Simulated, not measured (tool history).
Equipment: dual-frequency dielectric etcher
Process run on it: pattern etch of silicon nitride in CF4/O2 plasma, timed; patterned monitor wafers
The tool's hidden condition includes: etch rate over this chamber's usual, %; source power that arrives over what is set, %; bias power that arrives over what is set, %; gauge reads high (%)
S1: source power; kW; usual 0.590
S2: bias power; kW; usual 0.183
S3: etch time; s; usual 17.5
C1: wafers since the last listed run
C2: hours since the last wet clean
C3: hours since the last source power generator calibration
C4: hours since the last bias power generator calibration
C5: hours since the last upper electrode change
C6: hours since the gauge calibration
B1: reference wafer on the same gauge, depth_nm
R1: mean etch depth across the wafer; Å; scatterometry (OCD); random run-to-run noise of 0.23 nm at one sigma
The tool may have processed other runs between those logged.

| run | hour | S1 | S2 | S3 | C1 | C2 | C3 | C4 | C5 | C6 | B1 | R1 |
|---|---|---|---|---|---|---|---|---|---|---|---|---|
| 1 | 0.0 | 0.510 | 0.183 | 17.5 | 0 | 395.0 | 2372.3 | 1778.8 | 4080.5 | 81.3 | 42.73 | 348.6 |
| 2 | 24.5 | 0.510 | 0.183 | 17.5 | 368 | 419.5 | 2396.8 | 1803.3 | 4105.0 | 105.8 | 42.71 | 352.1 |
|  | 42.1 | source power generator calibrated |
| 3 | 57.8 | 0.690 | 0.183 | 17.5 | 441 | 452.8 | 15.7 | 1836.6 | 4138.3 | 139.1 | 42.88 | 479.9 |
| 4 | 92.8 | 0.690 | 0.183 | 17.5 | 526 | 487.8 | 50.7 | 1871.6 | 4173.3 | 174.1 | 42.80 | 481.8 |
| 5 | 108.4 | 0.590 | 0.183 | 17.5 | 234 | 503.4 | 66.3 | 1887.2 | 4188.9 | 189.7 | 42.71 | 415.8 |
| 6 | 129.4 | 0.460 | 0.170 | 17.5 | 316 | 524.4 | 87.3 | 1908.2 | 4209.9 | 210.7 | 42.78 | 309.5 |
|  | 165.7 | wet clean of the chamber |
| 7 | 166.2 | 0.660 | 0.164 | 13.0 | 192 | 0.5 | 124.1 | 1945.0 | 4246.7 | 247.5 | 42.81 | 317.1 |
| 8 | 180.9 | 0.590 | 0.161 | 17.5 | 221 | 15.2 | 138.8 | 1959.7 | 4261.4 | 262.2 | 42.91 | 378.3 |
| 9 | 202.1 | 0.590 | 0.183 | 17.5 | 319 | 36.4 | 160.0 | 1980.9 | 4282.6 | 283.4 | 42.76 | 393.2 |
| 10 | 224.5 | 0.440 | 0.183 | 19.5 | 337 | 58.8 | 182.4 | 2003.3 | 4305.0 | 305.8 | 42.77 | 321.4 |
| 11 | 244.4 | 0.590 | 0.183 | 17.5 | 299 | 78.7 | 202.3 | 2023.2 | 4324.9 | 325.7 | 42.85 | 398.1 |
| 12 | 257.6 | 0.690 | 0.183 | 17.5 | 198 | 91.9 | 215.5 | 2036.4 | 4338.1 | 338.9 | 42.72 | 469.8 |
|  | 288.9 | upper electrode replaced |
| 13 | 289.4 | 0.540 | 0.207 | 13.0 | 117 | 123.7 | 247.3 | 2068.2 | 0.5 | 370.7 | 42.79 | 281.0 |
| 14 | 308.8 | 0.660 | 0.163 | 19.0 | 292 | 143.1 | 266.7 | 2087.6 | 19.9 | 390.1 | 42.83 | 466.1 |
| 15 | 338.3 | 0.680 | 0.183 | 17.5 | 444 | 172.6 | 296.2 | 2117.1 | 49.4 | 419.6 | 42.88 | 459.2 |
| 16 | 364.0 | 0.590 | 0.183 | 17.5 | 386 | 198.3 | 321.9 | 2142.8 | 75.1 | 445.3 | 42.67 | 398.8 |
| 17 | 468.0 | 0.480 | 0.211 | 17.5 | 1565 | 302.3 | 425.9 | 2246.8 | 179.1 | 549.3 | 42.91 | 338.1 |
| 18 | 495.9 | 0.680 | 0.183 | 20.5 | 420 | 330.2 | 453.8 | 2274.7 | 207.0 | 577.2 | 42.75 | 547.0 |
| 19 | 531.3 | 0.730 | 0.183 | 14.0 | 533 | 365.6 | 489.2 | 2310.1 | 242.4 | 612.6 | 42.86 | 402.5 |
|  | 544.2 | bias power generator calibrated |
| 20 | 550.9 | 0.470 | 0.154 | 14.5 | 234 | 385.2 | 508.8 | 6.7 | 262.0 | 632.2 | 42.90 | 249.4 |
|  | 555.8 | gauge calibrated |
| 21 | 566.4 | 0.590 | 0.183 | 15.5 | 233 | 400.7 | 524.3 | 22.2 | 277.5 | 10.6 | 42.77 | 360.1 |
| 22 | 583.2 | 0.440 | 0.216 | 19.0 | 252 | 417.5 | 541.1 | 39.0 | 294.3 | 27.4 | 42.74 | 343.1 |
| 23 | 616.5 | 0.640 | 0.158 | 17.5 | 501 | 450.8 | 574.4 | 72.3 | 327.6 | 60.7 | 42.70 | 420.5 |
| 24 | 645.8 | 0.640 | 0.155 | 20.5 | 441 | 480.1 | 603.7 | 101.6 | 356.9 | 90.0 | 42.89 | 493.0 |
| 25 | 658.2 | 0.590 | 0.152 | 17.5 | 186 | 492.5 | 616.1 | 114.0 | 369.3 | 102.4 | 42.88 | 385.8 |
|  | 708.0 | wet clean of the chamber |
| 26 | 708.5 | 0.490 | 0.150 | 17.5 | 395 | 0.5 | 666.4 | 164.3 | 419.6 | 152.7 | 42.84 | 301.7 |
| 27 | 758.0 | 0.590 | 0.211 | 17.5 | 745 | 50.0 | 715.9 | 213.8 | 469.1 | 202.2 | 42.92 | 418.7 |
| 28 | 777.9 | 0.700 | 0.164 | 17.5 | 299 | 69.9 | 735.8 | 233.7 | 489.0 | 222.1 | 42.79 | 452.8 |
| 29 | 803.4 | 0.590 | 0.154 | 17.5 | 383 | 95.4 | 761.3 | 259.2 | 514.5 | 247.6 | 42.81 | 374.6 |
| 30 | 838.3 | 0.550 | 0.183 | 17.5 | 525 | 130.3 | 796.2 | 294.1 | 549.4 | 282.5 | 42.88 | 372.9 |

Run by run, hidden condition taken away, random variation retained:
| run | R1 |
|---|---|
| 1 | 335.5 |
| 2 | 338.2 |
| 3 | 459.8 |
| 4 | 460.3 |
| 5 | 396.7 |
| 6 | 294.8 |
| 7 | 317.8 |
| 8 | 378.7 |
| 9 | 392.9 |
| 10 | 320.6 |
| 11 | 396.4 |
| 12 | 467.2 |
| 13 | 278.7 |
| 14 | 461.6 |
| 15 | 453.7 |
| 16 | 393.2 |
| 17 | 330.5 |
| 18 | 533.4 |
| 19 | 391.4 |
| 20 | 242.1 |
| 21 | 349.1 |
| 22 | 332.2 |
| 23 | 406.1 |
| 24 | 474.9 |
| 25 | 371.3 |
| 26 | 300.8 |
| 27 | 415.7 |
| 28 | 448.8 |
| 29 | 370.5 |
| 30 | 367.8 |
